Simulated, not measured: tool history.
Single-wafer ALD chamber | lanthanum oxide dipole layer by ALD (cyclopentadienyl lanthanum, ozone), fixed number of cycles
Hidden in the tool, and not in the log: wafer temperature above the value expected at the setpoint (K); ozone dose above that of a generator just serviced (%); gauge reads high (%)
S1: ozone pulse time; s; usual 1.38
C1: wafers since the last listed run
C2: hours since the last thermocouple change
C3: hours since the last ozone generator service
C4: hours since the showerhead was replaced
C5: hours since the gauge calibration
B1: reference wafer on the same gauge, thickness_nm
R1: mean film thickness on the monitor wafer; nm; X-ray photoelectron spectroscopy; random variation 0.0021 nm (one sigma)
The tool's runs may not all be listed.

{"run": 1, "day": 0.0, "S1": 1.38, "C1": 0, "C2": 1223.6, "C3": 91.7, "C4": 2571.8, "C5": 599.4, "B1": 0.61, "R1": 0.589}
{"run": 2, "day": 2.342, "S1": 1.38, "C1": 1081, "C2": 1279.8, "C3": 147.9, "C4": 2628.0, "C5": 655.6, "B1": 0.609, "R1": 0.589}
{"run": 3, "day": 3.35, "S1": 1.38, "C1": 465, "C2": 1304.0, "C3": 172.1, "C4": 2652.2, "C5": 679.8, "B1": 0.611, "R1": 0.583}
{"run": 4, "day": 5.912, "S1": 1.38, "C1": 1183, "C2": 1365.5, "C3": 233.6, "C4": 2713.7, "C5": 741.3, "B1": 0.61, "R1": 0.583}
{"run": 5, "day": 7.646, "S1": 1.38, "C1": 800, "C2": 1407.1, "C3": 275.2, "C4": 2755.3, "C5": 782.9, "B1": 0.61, "R1": 0.587}
{"run": 6, "day": 8.871, "S1": 1.82, "C1": 565, "C2": 1436.5, "C3": 304.6, "C4": 2784.7, "C5": 812.3, "B1": 0.61, "R1": 0.607}
{"run": 7, "day": 10.2, "S1": 1.82, "C1": 614, "C2": 1468.4, "C3": 336.5, "C4": 2816.6, "C5": 844.2, "B1": 0.61, "R1": 0.603}
{"run": 8, "day": 11.3, "S1": 1.82, "C1": 508, "C2": 1494.8, "C3": 362.9, "C4": 2843.0, "C5": 870.6, "B1": 0.609, "R1": 0.603}
{"run": 9, "day": 13.825, "S1": 1.64, "C1": 1166, "C2": 1555.4, "C3": 423.5, "C4": 2903.6, "C5": 931.2, "B1": 0.61, "R1": 0.598}
{"run": 10, "day": 15.408, "S1": 1.38, "C1": 731, "C2": 1593.4, "C3": 461.5, "C4": 2941.6, "C5": 969.2, "B1": 0.609, "R1": 0.581}
{"day": 17.533, "done": "thermocouple changed; heater temperature recalibrated"}
{"run": 11, "day": 17.567, "S1": 1.38, "C1": 843, "C2": 0.8, "C3": 513.3, "C4": 2993.4, "C5": 1021.0, "B1": 0.609, "R1": 0.577}
{"run": 12, "day": 19.433, "S1": 1.38, "C1": 862, "C2": 45.6, "C3": 558.1, "C4": 3038.2, "C5": 1065.8, "B1": 0.61, "R1": 0.577}
{"run": 13, "day": 21.679, "S1": 1.54, "C1": 1037, "C2": 99.5, "C3": 612.0, "C4": 3092.1, "C5": 1119.7, "B1": 0.61, "R1": 0.588}
{"day": 22.492, "done": "ozone generator serviced"}
{"run": 14, "day": 23.704, "S1": 1.85, "C1": 781, "C2": 148.1, "C3": 29.1, "C4": 3140.7, "C5": 1168.3, "B1": 0.61, "R1": 0.597}
{"run": 15, "day": 25.571, "S1": 1.92, "C1": 862, "C2": 192.9, "C3": 73.9, "C4": 3185.5, "C5": 1213.1, "B1": 0.61, "R1": 0.603}
{"run": 16, "day": 27.042, "S1": 1.08, "C1": 679, "C2": 228.2, "C3": 109.2, "C4": 3220.8, "C5": 1248.4, "B1": 0.61, "R1": 0.538}
{"run": 17, "day": 29.675, "S1": 1.38, "C1": 1216, "C2": 291.4, "C3": 172.4, "C4": 3284.0, "C5": 1311.6, "B1": 0.61, "R1": 0.565}
{"day": 29.696, "done": "gauge calibrated"}
{"run": 18, "day": 30.775, "S1": 1.24, "C1": 508, "C2": 317.8, "C3": 198.8, "C4": 3310.4, "C5": 25.9, "B1": 0.611, "R1": 0.551}
{"day": 31.842, "done": "ozone generator serviced, repeated, since the last time left the tool worse"}
{"day": 31.867, "done": "showerhead replaced"}
{"run": 19, "day": 32.683, "S1": 1.22, "C1": 715, "C2": 363.6, "C3": 20.2, "C4": 19.6, "C5": 71.7, "B1": 0.609, "R1": 0.571}
{"run": 20, "day": 35.6, "S1": 1.38, "C1": 1347, "C2": 433.6, "C3": 90.2, "C4": 89.6, "C5": 141.7, "B1": 0.61, "R1": 0.588}
{"run": 21, "day": 39.817, "S1": 1.38, "C1": 1947, "C2": 534.8, "C3": 191.4, "C4": 190.8, "C5": 242.9, "B1": 0.61, "R1": 0.588}
{"run": 22, "day": 41.075, "S1": 1.67, "C1": 581, "C2": 565.0, "C3": 221.6, "C4": 221.0, "C5": 273.1, "B1": 0.61, "R1": 0.601}
{"run": 23, "day": 42.688, "S1": 1.01, "C1": 744, "C2": 603.7, "C3": 260.3, "C4": 259.7, "C5": 311.8, "B1": 0.61, "R1": 0.549}

4 ways to go on from here, each from the tool as it stands after run 23. What would each give?
{"run": "A", "day": 42.704, "S1": 1.38, "C1": 7, "C2": 604.1, "C3": 260.7, "C4": 260.1, "C5": 312.2, "B1": "?", "R1": "?"}
{"run": "B", "day": 42.704, "S1": 1.73, "C1": 7, "C2": 604.1, "C3": 260.7, "C4": 260.1, "C5": 312.2, "B1": "?", "R1": "?"}
{"run": "C", "day": 42.704, "S1": 1.84, "C1": 7, "C2": 604.1, "C3": 260.7, "C4": 260.1, "C5": 312.2, "B1": "?", "R1": "?"}
{"run": "D", "day": 42.704, "S1": 1.2, "C1": 7, "C2": 604.1, "C3": 260.7, "C4": 260.1, "C5": 312.2, "B1": "?", "R1": "?"}

run=A B1=0.611 R1=0.588
run=B B1=0.611 R1=0.606
run=C B1=0.611 R1=0.610
run=D B1=0.611 R1=0.573
Without the tool's hidden state the same runs would have given:
run=A R1=0.590
run=B R1=0.608
run=C R1=0.611
run=D R1=0.575
